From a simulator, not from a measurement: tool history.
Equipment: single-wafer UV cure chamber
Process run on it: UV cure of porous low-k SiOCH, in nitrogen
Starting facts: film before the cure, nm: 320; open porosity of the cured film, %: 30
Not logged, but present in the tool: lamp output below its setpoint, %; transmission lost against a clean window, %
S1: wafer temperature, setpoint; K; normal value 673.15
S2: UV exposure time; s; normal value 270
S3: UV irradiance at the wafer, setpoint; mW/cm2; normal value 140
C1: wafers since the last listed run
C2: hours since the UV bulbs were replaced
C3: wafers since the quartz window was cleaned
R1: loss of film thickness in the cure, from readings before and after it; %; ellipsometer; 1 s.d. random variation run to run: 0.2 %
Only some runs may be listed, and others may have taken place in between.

run,hour,S1,S2,S3,C1,C2,C3,R1
1,0.0,664.15,270,118,0,1172.9,1192,14.335
2,15.7,673.15,270,140,84,1188.6,1276,15.483
3,33.5,673.15,270,140,95,1206.4,1371,15.378
4,53.8,673.15,270,140,108,1226.7,1480,15.420
5,70.5,658.15,270,140,89,1243.4,1570,15.151
6,83.6,658.15,270,140,70,1256.5,1640,14.738
7,106.1,663.15,270,140,120,1279.0,1760,14.746
8,121.9,663.15,270,140,84,1294.8,1845,14.672
9,151.7,663.15,270,140,159,1324.6,2005,14.579
10,186.4,665.15,330,140,186,1359.3,2191,15.484
11,212.2,665.15,330,140,138,1385.1,2329,15.092
12,245.8,673.15,270,140,180,1418.7,2509,14.235
13,260.0,673.15,270,140,76,1432.9,2586,14.286
14,292.2,673.15,270,140,172,1465.1,2758,14.109
15,318.8,678.15,220,168,142,1491.7,2901,14.012
16,345.4,673.15,270,140,142,1518.3,3043,14.038
17,377.3,657.15,130,165,171,1550.2,3214,10.584
18,393.6,658.15,270,159,87,1566.5,3302,14.087
# hour 423.4: quartz window cleaned
19,423.9,688.15,270,125,119,1596.8,2,14.921
20,431.5,665.15,270,101,40,1604.4,43,13.123
21,458.3,673.15,270,140,143,1631.2,186,14.640
22,484.4,673.15,270,140,139,1657.3,326,14.358
# hour 500.3: UV bulbs replaced
23,512.3,684.15,420,165,106,12.0,433,21.186
24,540.8,688.15,115,155,152,40.5,586,12.813
25,569.6,688.15,345,140,154,69.3,740,18.306
26,598.3,681.15,270,140,153,98.0,894,16.840
27,620.4,673.15,270,180,118,120.1,1013,17.795
28,655.0,688.15,375,140,185,154.7,1198,19.109

Consider 5 possible next runs. They are alternatives, not a sequence: every one starts from the tool as it was left by run 28. What does each give?
A,655.5,673.15,270,140,2,155.2,1201,?
B,655.5,687.15,270,140,2,155.2,1201,?
C,655.5,654.15,270,116,2,155.2,1201,?
D,655.5,673.15,210,171,2,155.2,1201,?
E,655.5,685.15,270,140,2,155.2,1201,?

run,R1
A,16.628
B,16.919
C,15.191
D,16.346
E,16.879
With no hidden state in the tool, these same runs would have given:
run,R1
A,17.282
B,17.575
C,15.833
D,16.998
E,17.534
